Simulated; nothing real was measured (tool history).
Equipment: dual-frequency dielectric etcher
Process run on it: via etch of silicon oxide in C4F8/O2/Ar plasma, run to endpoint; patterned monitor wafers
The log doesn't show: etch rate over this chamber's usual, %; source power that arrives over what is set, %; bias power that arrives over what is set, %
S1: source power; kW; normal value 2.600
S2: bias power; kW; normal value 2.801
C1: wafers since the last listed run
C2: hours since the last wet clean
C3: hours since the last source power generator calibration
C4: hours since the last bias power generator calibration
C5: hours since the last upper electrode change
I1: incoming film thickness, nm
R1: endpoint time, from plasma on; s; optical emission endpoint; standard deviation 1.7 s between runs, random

Run 1, day 0.000: usual settings but S1 2.180 kW, S2 3.316 kW; C1 0; C2 51.6; C3 942.7; C4 3856.3; C5 3601.5; I1 1313.7. Result: R1 198.2 s.
Run 2, day 1.917: usual settings but S1 2.180 kW, S2 3.316 kW; C1 163; C2 97.6; C3 988.7; C4 3902.3; C5 3647.5; I1 1307.6. Result: R1 197.3 s.
Run 3, day 4.642: usual settings but S1 3.100 kW; C1 232; C2 163.0; C3 1054.1; C4 3967.7; C5 3712.9; I1 1311.3. Result: R1 188.4 s.
Run 4, day 7.617: usual settings but S1 3.100 kW; C1 253; C2 234.4; C3 1125.5; C4 4039.1; C5 3784.3; I1 1314.8. Result: R1 188.7 s.
Run 5, day 15.054: usual settings; C1 634; C2 412.9; C3 1304.0; C4 4217.6; C5 3962.8; I1 1307.3. Result: R1 195.6 s.
Run 6, day 17.483: usual settings but S2 3.330 kW; C1 207; C2 471.2; C3 1362.3; C4 4275.9; C5 4021.1; I1 1304.2. Result: R1 180.0 s.
Run 7, day 19.275: usual settings but S2 3.330 kW; C1 152; C2 514.2; C3 1405.3; C4 4318.9; C5 4064.1; I1 1305.9. Result: R1 182.0 s.
Run 8, day 20.875: usual settings but S2 3.330 kW; C1 136; C2 552.6; C3 1443.7; C4 4357.3; C5 4102.5; I1 1309.0. Result: R1 180.2 s.
Run 9, day 22.125: usual settings; C1 106; C2 582.6; C3 1473.7; C4 4387.3; C5 4132.5; I1 1308.9. Result: R1 190.8 s.
Run 10, day 23.912: usual settings; C1 152; C2 625.5; C3 1516.6; C4 4430.2; C5 4175.4; I1 1311.8. Result: R1 192.4 s.
At day 25.058: wet clean of the chamber.
Run 11, day 26.562: usual settings; C1 140; C2 36.1; C3 1580.2; C4 4493.8; C5 4239.0; I1 1303.2. Result: R1 202.1 s.
Run 12, day 27.821: usual settings but S1 2.280 kW; C1 107; C2 66.3; C3 1610.4; C4 4524.0; C5 4269.2; I1 1301.9. Result: R1 213.6 s.
Run 13, day 29.100: usual settings; C1 109; C2 97.0; C3 1641.1; C4 4554.7; C5 4299.9; I1 1300.8. Result: R1 203.6 s.
Run 14, day 31.488: usual settings; C1 203; C2 154.3; C3 1698.4; C4 4612.0; C5 4357.2; I1 1314.5. Result: R1 201.8 s.
Run 15, day 34.275: usual settings; C1 237; C2 221.2; C3 1765.3; C4 4678.9; C5 4424.1; I1 1289.3. Result: R1 198.0 s.
Run 16, day 35.446: usual settings; C1 99; C2 249.3; C3 1793.4; C4 4707.0; C5 4452.2; I1 1304.9. Result: R1 196.1 s.
At day 36.642: bias power generator calibrated.
At day 37.346: source power generator calibrated.
Run 17, day 38.421: usual settings but S1 2.160 kW, S2 3.333 kW; C1 225; C2 320.7; C3 25.8; C4 42.7; C5 4523.6; I1 1316.0. Result: R1 198.0 s.
Run 18, day 40.054: usual settings but S1 3.210 kW, S2 2.125 kW; C1 139; C2 359.9; C3 65.0; C4 81.9; C5 4562.8; I1 1298.7. Result: R1 207.9 s.
Run 19, day 41.429: usual settings; C1 117; C2 392.9; C3 98.0; C4 114.9; C5 4595.8; I1 1308.8. Result: R1 196.8 s.
At day 44.508: upper electrode replaced.
Run 20, day 44.529: usual settings but S1 2.770 kW, S2 2.266 kW; C1 179; C2 467.3; C3 172.4; C4 189.3; C5 0.5; I1 1293.5. Result: R1 210.5 s.
Run 21, day 45.579: usual settings but S1 2.000 kW, S2 3.327 kW; C1 89; C2 492.5; C3 197.6; C4 214.5; C5 25.7; I1 1324.3. Result: R1 200.7 s.
Run 22, day 46.708: usual settings but S1 2.970 kW, S2 2.466 kW; C1 96; C2 519.6; C3 224.7; C4 241.6; C5 52.8; I1 1315.7. Result: R1 199.6 s.
Run 23, day 48.621: usual settings but S1 2.020 kW; C1 163; C2 565.5; C3 270.6; C4 287.5; C5 98.7; I1 1309.5. Result: R1 212.8 s.
Run 24, day 50.871: usual settings but S1 2.040 kW, S2 2.265 kW; C1 191; C2 619.5; C3 324.6; C4 341.5; C5 152.7; I1 1308.3. Result: R1 229.9 s.
Run 25, day 52.271: usual settings but S1 2.370 kW, S2 3.309 kW; C1 119; C2 653.1; C3 358.2; C4 375.1; C5 186.3; I1 1318.5. Result: R1 188.8 s.
At day 55.067: wet clean of the chamber.
Run 26, day 55.088: usual settings but S1 2.310 kW, S2 2.437 kW; C1 154; C2 0.5; C3 425.8; C4 442.7; C5 253.9; I1 1310.9. Result: R1 226.2 s.
Run 27, day 57.171: usual settings but S1 2.110 kW; C1 177; C2 50.5; C3 475.8; C4 492.7; C5 303.9; I1 1296.7. Result: R1 215.7 s.
Run 28, day 59.500: usual settings but S2 2.197 kW; C1 198; C2 106.4; C3 531.7; C4 548.6; C5 359.8; I1 1312.8. Result: R1 224.5 s.
Run 29, day 61.808: usual settings but S1 2.770 kW, S2 2.179 kW; C1 196; C2 161.8; C3 587.1; C4 604.0; C5 415.2; I1 1309.6. Result: R1 219.3 s.
Run 30, day 64.783: usual settings but S1 1.990 kW, S2 3.382 kW; C1 253; C2 233.2; C3 658.5; C4 675.4; C5 486.6; I1 1300.0. Result: R1 201.4 s.
Run 31, day 67.467: usual settings but S1 2.180 kW, S2 3.316 kW; C1 228; C2 297.6; C3 722.9; C4 739.8; C5 551.0; I1 1304.4. Result: R1 198.2 s.
Run 32, day 69.025: usual settings; C1 132; C2 335.0; C3 760.3; C4 777.2; C5 588.4; I1 1304.1. Result: R1 197.5 s.
Run 33, day 70.712: usual settings but S1 2.340 kW, S2 2.508 kW; C1 143; C2 375.5; C3 800.8; C4 817.7; C5 628.9; I1 1302.2. Result: R1 215.7 s.

Each run again, without the hidden state but with its own random variation kept:
run     R1
  1  200.5
  2  200.4
  3  192.4
  4  193.8
  5  203.8
  6  188.5
  7  191.2
  8  189.9
  9  201.6
 10  203.9
 11  203.5
 12  215.6
 13  206.0
 14  205.2
 15  202.5
 16  200.9
 17  204.1
 18  215.0
 19  204.1
 20  219.6
 21  209.7
 22  209.0
 23  223.7
 24  242.7
 25  199.9
 26  227.1
 27  217.5
 28  227.4
 29  223.1
 30  206.1
 31  203.9
 32  203.8
 33  223.3
